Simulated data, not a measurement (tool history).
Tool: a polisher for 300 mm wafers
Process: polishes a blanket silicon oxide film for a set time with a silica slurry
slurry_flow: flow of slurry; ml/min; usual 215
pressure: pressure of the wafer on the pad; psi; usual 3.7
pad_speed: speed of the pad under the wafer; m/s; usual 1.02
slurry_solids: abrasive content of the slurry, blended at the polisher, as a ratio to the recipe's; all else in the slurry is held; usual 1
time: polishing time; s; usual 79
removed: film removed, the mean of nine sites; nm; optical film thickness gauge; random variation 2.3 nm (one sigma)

run,day,slurry_flow,pressure,pad_speed,slurry_solids,time,"incoming thickness of the incoming film, nm",removed
1,0,215,3.7,1.02,1,70,1347.1,212.4
2,2.392,215,3.7,1.02,1,70,1311.1,209.3
# day 4.762: slurry blender recalibrated
3,4.908,215,3.7,1.02,1,70,1328.1,209.6
# day 7.721: conditioning disc replaced and pad reconditioned
4,7.742,215,3.7,1.02,1,79,1355.5,232.7
5,8.75,215,3.7,1.02,1,79,1320.5,230.6
# day 9.246: worn pad replaced by a new one
6,11.746,215,3.7,1.02,1,79,1341.2,226.9
7,13.296,215,3.7,1.02,1,79,1340.2,226.4
8,14.858,195,3.7,1.02,1,79,1341.7,225.2
9,16.079,195,3.7,1.02,1,79,1337.5,223.3
10,17.325,215,2.7,1.02,1,79,1302.7,173.3
# day 18.812: worn pad replaced by a new one
# day 19.492: slurry blender recalibrated
11,19.779,215,4.3,1.34,1.15,87,1332.3,374.1
# day 20.483: conditioning disc replaced and pad reconditioned
12,21.092,280,3.7,1.02,1,79,1332.9,237.7
# day 22.275: slurry nozzle cleaned
# day 23.433: head pressure recalibrated
13,23.904,215,3.7,0.66,1,106,1312.5,240.2
14,24.929,260,3.7,0.88,0.8,93,1350.5,245.8
15,27.671,250,3.7,1.26,1,89,1318.3,336.3
# day 28.638: worn pad replaced by a new one
16,28.679,215,4.6,1.02,1,79,1328.4,300.2
17,30.129,215,3.7,1.02,1,79,1320.2,246.9
18,32.767,285,4.6,1.02,1.15,87,1347.8,358.3
# day 33.45: conditioning disc replaced and pad reconditioned
19,33.808,145,3.7,1.14,1,79,1316.8,238.8
# day 35.9: slurry blender recalibrated
20,36.242,215,4.5,0.8,1,79,1334.3,237.9
21,37.521,215,3.7,1.02,1,70,1350.4,208.4
# day 39.738: worn pad replaced by a new one
22,40.292,215,3.7,1.02,1,79,1341.5,239.2
23,42.171,275,3.7,0.78,1.15,79,1314.1,207.7
24,43.454,180,3.7,1.02,1,79,1356.1,220.3

5 ways to go on from here, each from the tool as it stands after run 24. What would each give?
A,43.471,215,3.7,1.02,1,79,1323.5,?
B,43.471,280,3.7,0.74,1,79,1323.5,?
C,43.471,215,4.2,0.92,0.9,79,1323.5,?
D,43.471,215,3.7,0.8,1,79,1323.5,?
E,43.471,215,3.7,1.32,1,79,1323.5,?

run,removed
A,232.8
B,189.5
C,231.1
D,191.7
E,286.1
Without the tool's hidden state the same runs would have given:
run,removed
A,253.2
B,202
C,251.4
D,208.5
E,311.2
